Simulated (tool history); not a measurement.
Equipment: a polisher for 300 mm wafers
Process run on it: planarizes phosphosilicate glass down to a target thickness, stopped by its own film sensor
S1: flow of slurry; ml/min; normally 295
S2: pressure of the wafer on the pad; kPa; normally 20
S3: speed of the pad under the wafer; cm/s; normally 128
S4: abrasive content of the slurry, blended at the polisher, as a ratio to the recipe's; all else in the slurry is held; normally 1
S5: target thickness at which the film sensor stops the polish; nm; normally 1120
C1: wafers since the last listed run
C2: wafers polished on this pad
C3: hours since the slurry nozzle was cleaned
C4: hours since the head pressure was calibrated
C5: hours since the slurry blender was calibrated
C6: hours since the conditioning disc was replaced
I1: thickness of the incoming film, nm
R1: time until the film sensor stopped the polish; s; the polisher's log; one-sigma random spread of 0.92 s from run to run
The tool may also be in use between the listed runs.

| run | day | S1 | S2 | S3 | S4 | S5 | C1 | C2 | C3 | C4 | C5 | C6 | I1 | R1 |
|---|---|---|---|---|---|---|---|---|---|---|---|---|---|---|
| 1 | 0 | 295 | 20 | 128 | 1 | 1120 | 0 | 43 | 56.9 | 1037.8 | 50.8 | 87.1 | 1765.9 | 64.8 |
| 2 | 1.333 | 295 | 20 | 128 | 1 | 1120 | 399 | 443 | 88.9 | 1069.8 | 82.8 | 119.1 | 1760.6 | 63.6 |
| 3 | 2.117 | 295 | 24.1 | 128 | 1 | 1120 | 234 | 678 | 107.7 | 1088.6 | 101.6 | 137.9 | 1777.4 | 56.5 |
| 4 | 3.562 | 295 | 20 | 128 | 1 | 1120 | 433 | 1111 | 142.4 | 1123.3 | 136.3 | 172.6 | 1745.2 | 64.6 |
|  | 4.312 | worn pad replaced by a new one |
| 5 | 4.333 | 295 | 20 | 128 | 1 | 1120 | 181 | 6 | 160.9 | 1141.8 | 154.8 | 191.1 | 1770.9 | 67.5 |
| 6 | 5.029 | 295 | 20 | 128 | 1 | 1120 | 208 | 215 | 177.6 | 1158.5 | 171.5 | 207.8 | 1765.9 | 66.9 |
| 7 | 6.012 | 295 | 16.5 | 128 | 1 | 1120 | 294 | 510 | 201.2 | 1182.1 | 195.1 | 231.4 | 1769.6 | 81.6 |
| 8 | 7.079 | 295 | 16.5 | 128 | 1 | 1120 | 319 | 829 | 226.8 | 1207.7 | 220.7 | 257 | 1763.1 | 80.9 |
|  | 7.725 | head pressure recalibrated |
| 9 | 8.329 | 295 | 20 | 106 | 1 | 1217 | 349 | 1179 | 256.8 | 14.5 | 250.7 | 287 | 1763.2 | 67.5 |
|  | 8.862 | worn pad replaced by a new one, of another model than before |
| 10 | 9.421 | 295 | 20 | 106 | 1 | 1217 | 277 | 167 | 283 | 40.7 | 276.9 | 313.2 | 1744.5 | 60.4 |
| 11 | 10.638 | 260 | 20 | 128 | 1 | 1120 | 364 | 532 | 312.2 | 69.9 | 306.1 | 342.4 | 1750.2 | 68.8 |
| 12 | 11.621 | 245 | 17.9 | 128 | 1 | 1339 | 294 | 827 | 335.8 | 93.5 | 329.7 | 366 | 1776.4 | 52.1 |
| 13 | 12.371 | 295 | 20 | 128 | 0.8 | 1281 | 224 | 1052 | 353.8 | 111.5 | 347.7 | 384 | 1770 | 59.2 |
|  | 12.888 | worn pad replaced by a new one |
| 14 | 13.179 | 295 | 20 | 128 | 1 | 1120 | 192 | 87 | 373.2 | 130.9 | 367.1 | 403.4 | 1742.7 | 69.8 |
| 15 | 13.758 | 340 | 20 | 128 | 0.9 | 1120 | 173 | 261 | 387.1 | 144.8 | 381 | 417.3 | 1735.9 | 71.2 |
|  | 14.042 | slurry nozzle cleaned |
| 16 | 14.4 | 295 | 20 | 128 | 1 | 1120 | 179 | 441 | 8.6 | 160.2 | 396.4 | 432.7 | 1773.5 | 72.1 |
| 17 | 15.092 | 195 | 20 | 128 | 1 | 1120 | 207 | 648 | 25.2 | 176.8 | 413 | 449.3 | 1738.4 | 75.4 |
|  | 15.429 | conditioning disc replaced and pad reconditioned |
| 18 | 15.958 | 295 | 20 | 128 | 1 | 1120 | 234 | 883 | 46 | 197.6 | 433.8 | 12.7 | 1743.9 | 60.4 |
|  | 16.567 | slurry blender recalibrated |
| 19 | 16.875 | 365 | 25.5 | 128 | 1 | 1120 | 249 | 1133 | 68 | 219.6 | 7.4 | 34.7 | 1760.3 | 52.8 |
|  | 17.096 | worn pad replaced by a new one |
| 20 | 18.279 | 255 | 26.9 | 128 | 1 | 1208 | 370 | 355 | 101.7 | 253.3 | 41.1 | 68.4 | 1764.6 | 45.9 |
| 21 | 18.95 | 240 | 20 | 146 | 1 | 966 | 201 | 556 | 117.8 | 269.4 | 57.2 | 84.5 | 1792.3 | 78.8 |
| 22 | 20.275 | 295 | 20 | 150 | 1 | 1120 | 397 | 953 | 149.6 | 301.2 | 89 | 116.3 | 1758.4 | 58.7 |
|  | 21.492 | worn pad replaced by a new one |
| 23 | 21.679 | 295 | 20 | 88 | 1 | 1024 | 370 | 56 | 183.3 | 334.9 | 122.7 | 150 | 1772.2 | 89.2 |

Results per run with the tool's hidden condition removed, run-to-run variation unchanged:
Hidden state at play: removal rate lost through wear of the pad, %; slurry flow missing at the pad, %; deviation of the head's pressure from its setpoint, %; abrasive missing from the slurry, %; time polished since the conditioner stopped cutting, s.
| run | R1 |
|---|---|
| 1 | 61 |
| 2 | 59 |
| 3 | 51.4 |
| 4 | 58.8 |
| 5 | 61.1 |
| 6 | 60.2 |
| 7 | 74 |
| 8 | 72.8 |
| 9 | 60.2 |
| 10 | 52.9 |
| 11 | 59.1 |
| 12 | 44.7 |
| 13 | 50.2 |
| 14 | 58.8 |
| 15 | 59.7 |
| 16 | 60.2 |
| 17 | 62.6 |
| 18 | 59 |
| 19 | 50.9 |
| 20 | 43.4 |
| 21 | 74.5 |
| 22 | 54.7 |
| 23 | 83.4 |

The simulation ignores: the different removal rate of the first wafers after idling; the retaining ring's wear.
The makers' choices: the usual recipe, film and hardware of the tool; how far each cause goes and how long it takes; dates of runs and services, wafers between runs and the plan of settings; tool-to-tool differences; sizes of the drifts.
